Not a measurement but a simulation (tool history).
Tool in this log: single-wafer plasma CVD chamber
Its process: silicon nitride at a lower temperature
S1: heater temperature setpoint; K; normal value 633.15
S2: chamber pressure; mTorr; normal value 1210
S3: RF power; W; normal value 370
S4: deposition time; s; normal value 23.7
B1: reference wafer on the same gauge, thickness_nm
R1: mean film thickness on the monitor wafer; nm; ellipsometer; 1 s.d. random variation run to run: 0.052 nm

Run 1, hour 0: usual settings; B1 33.492. Result: R1 27.013 nm.
Run 2, hour 17.7: usual settings; B1 33.496. Result: R1 27.094 nm.
Run 3, hour 33.6: usual settings; B1 33.51. Result: R1 27.142 nm.
Run 4, hour 49.2: usual settings but S2 1090 mTorr, S4 21 s; B1 33.503. Result: R1 23.253 nm.
Run 5, hour 57: usual settings but S2 1090 mTorr, S4 21 s; B1 33.501. Result: R1 23.203 nm.
Run 6, hour 73.1: usual settings but S2 1090 mTorr, S4 21 s; B1 33.479. Result: R1 23.185 nm.
Run 7, hour 79.9: usual settings; B1 33.506. Result: R1 27.06 nm.
Run 8, hour 93.8: usual settings; B1 33.497. Result: R1 27.021 nm.
Run 9, hour 104.2: usual settings; B1 33.491. Result: R1 26.98 nm.
Run 10, hour 116: usual settings; B1 33.499. Result: R1 26.921 nm.
At hour 126.1: thermocouple changed; heater temperature recalibrated.
Run 11, hour 126.6: usual settings; B1 33.504. Result: R1 26.973 nm.
Run 12, hour 136.6: usual settings; B1 33.488. Result: R1 26.924 nm.
At hour 144.7: showerhead replaced.
Run 13, hour 152.8: usual settings; B1 33.494. Result: R1 26.902 nm.
At hour 157: gauge calibrated.
Run 14, hour 160.9: usual settings; B1 33.487. Result: R1 26.817 nm.
Run 15, hour 169.6: usual settings but S1 643.15 K, S2 1040 mTorr; B1 33.505. Result: R1 25.668 nm.
Run 16, hour 176.4: usual settings; B1 33.479. Result: R1 26.868 nm.
Run 17, hour 186.5: usual settings but S1 647.15 K, S2 1130 mTorr, S3 320 W, S4 19.4 s; B1 33.509. Result: R1 19.95 nm.
Run 18, hour 200.8: usual settings; B1 33.5. Result: R1 26.801 nm.
Run 19, hour 209.4: usual settings but S2 1430 mTorr, S4 26.9 s; B1 33.496. Result: R1 31.784 nm.
At hour 225.8: RF generator calibrated.
At hour 228: capacitance manometer re-zeroed and calibrated.
Run 20, hour 228.5: usual settings but S1 645.15 K; B1 33.505. Result: R1 27.965 nm.
Run 21, hour 243.9: usual settings but S1 622.15 K, S2 1070 mTorr, S3 405 W, S4 25.6 s; B1 33.492. Result: R1 30.777 nm.
Run 22, hour 253: usual settings but S1 620.15 K; B1 33.506. Result: R1 28.151 nm.
Run 23, hour 267.6: usual settings but S2 1380 mTorr, S3 410 W; B1 33.498. Result: R1 30.741 nm.
Run 24, hour 280.8: usual settings but S1 626.15 K, S2 1380 mTorr, S3 440 W, S4 19.6 s; B1 33.524. Result: R1 26.278 nm.
Run 25, hour 292: usual settings but S2 1010 mTorr; B1 33.514. Result: R1 26.648 nm.

Run 26 comes next. What will it give?
Run 26, hour 304.1: usual settings; B1 ?. Result: R1 ?.

For run 26 the tool returned B1 33.493, R1 28.028 nm.
Without the tool's hidden state the same run would have given R1 28.099 nm.
